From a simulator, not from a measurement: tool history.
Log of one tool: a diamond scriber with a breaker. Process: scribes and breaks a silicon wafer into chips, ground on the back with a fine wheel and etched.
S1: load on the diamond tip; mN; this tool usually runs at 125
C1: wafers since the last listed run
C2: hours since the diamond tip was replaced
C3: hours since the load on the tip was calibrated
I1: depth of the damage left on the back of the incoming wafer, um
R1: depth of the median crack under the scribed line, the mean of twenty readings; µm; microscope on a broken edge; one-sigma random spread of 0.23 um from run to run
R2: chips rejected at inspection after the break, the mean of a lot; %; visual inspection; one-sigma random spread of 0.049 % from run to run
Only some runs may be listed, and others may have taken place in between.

{"run": 1, "day": 0.0, "S1": 125, "C1": 0, "C2": 545.7, "C3": 702.4, "I1": 0.71, "R1": 12.28, "R2": 1.49}
{"run": 2, "day": 3.004, "S1": 125, "C1": 128, "C2": 617.8, "C3": 774.5, "I1": 0.63, "R1": 12.32, "R2": 1.68}
{"run": 3, "day": 7.371, "S1": 125, "C1": 186, "C2": 722.6, "C3": 879.3, "I1": 0.45, "R1": 11.91, "R2": 1.9}
{"run": 4, "day": 11.6, "S1": 125, "C1": 180, "C2": 824.1, "C3": 980.8, "I1": 0.35, "R1": 11.59, "R2": 2.35}
{"run": 5, "day": 14.283, "S1": 125, "C1": 114, "C2": 888.5, "C3": 1045.2, "I1": 0.76, "R1": 11.68, "R2": 2.54}
{"run": 6, "day": 18.358, "S1": 114, "C1": 174, "C2": 986.3, "C3": 1143, "I1": 0.71, "R1": 10.84, "R2": 6.81}
{"day": 18.579, "done": "diamond tip replaced by a new one, of another model than before"}
{"run": 7, "day": 22.475, "S1": 114, "C1": 172, "C2": 93.5, "C3": 1241.8, "I1": 0.43, "R1": 9.09, "R2": 18.5}
{"run": 8, "day": 24.475, "S1": 125, "C1": 85, "C2": 141.5, "C3": 1289.8, "I1": 0.72, "R1": 10.41, "R2": 9.27}
{"day": 27.496, "done": "load on the tip recalibrated"}
{"run": 9, "day": 27.6, "S1": 141, "C1": 130, "C2": 216.5, "C3": 2.5, "I1": 0.53, "R1": 14.3, "R2": 3.85}
{"run": 10, "day": 30.083, "S1": 125, "C1": 106, "C2": 276.1, "C3": 62.1, "I1": 0.31, "R1": 12.44, "R2": 1.34}
{"run": 11, "day": 32.725, "S1": 114, "C1": 113, "C2": 339.5, "C3": 125.5, "I1": 0.66, "R1": 10.98, "R2": 5.52}
{"run": 12, "day": 34.296, "S1": 150, "C1": 67, "C2": 377.2, "C3": 163.2, "I1": 0.35, "R1": 15.56, "R2": 7.73}
{"run": 13, "day": 37.871, "S1": 104, "C1": 152, "C2": 463, "C3": 249, "I1": 0.79, "R1": 8.97, "R2": 16.3}
{"run": 14, "day": 40.675, "S1": 158, "C1": 119, "C2": 530.3, "C3": 316.3, "I1": 0.39, "R1": 16.4, "R2": 11.12}
{"run": 15, "day": 44.358, "S1": 163, "C1": 157, "C2": 618.7, "C3": 404.7, "I1": 0.45, "R1": 17.25, "R2": 13.46}

Predict each of these 3 candidate next runs independently; none follows another, all start after run 15:
{"run": "A", "day": 44.388, "S1": 140, "C1": 1, "C2": 619.4, "C3": 405.4, "I1": 0.35, "R1": "?", "R2": "?"}
{"run": "B", "day": 44.388, "S1": 105, "C1": 1, "C2": 619.4, "C3": 405.4, "I1": 0.35, "R1": "?", "R2": "?"}
{"run": "C", "day": 44.388, "S1": 161, "C1": 1, "C2": 619.4, "C3": 405.4, "I1": 0.35, "R1": "?", "R2": "?"}

run=A R1=14.49 R2=2.87
run=B R1=9.57 R2=15.01
run=C R1=17.07 R2=11.54
With no hidden state in the tool, these same runs would have given:
run=A R1=15.15 R2=4.53
run=B R1=10.01 R2=11.59
run=C R1=17.84 R2=14.97
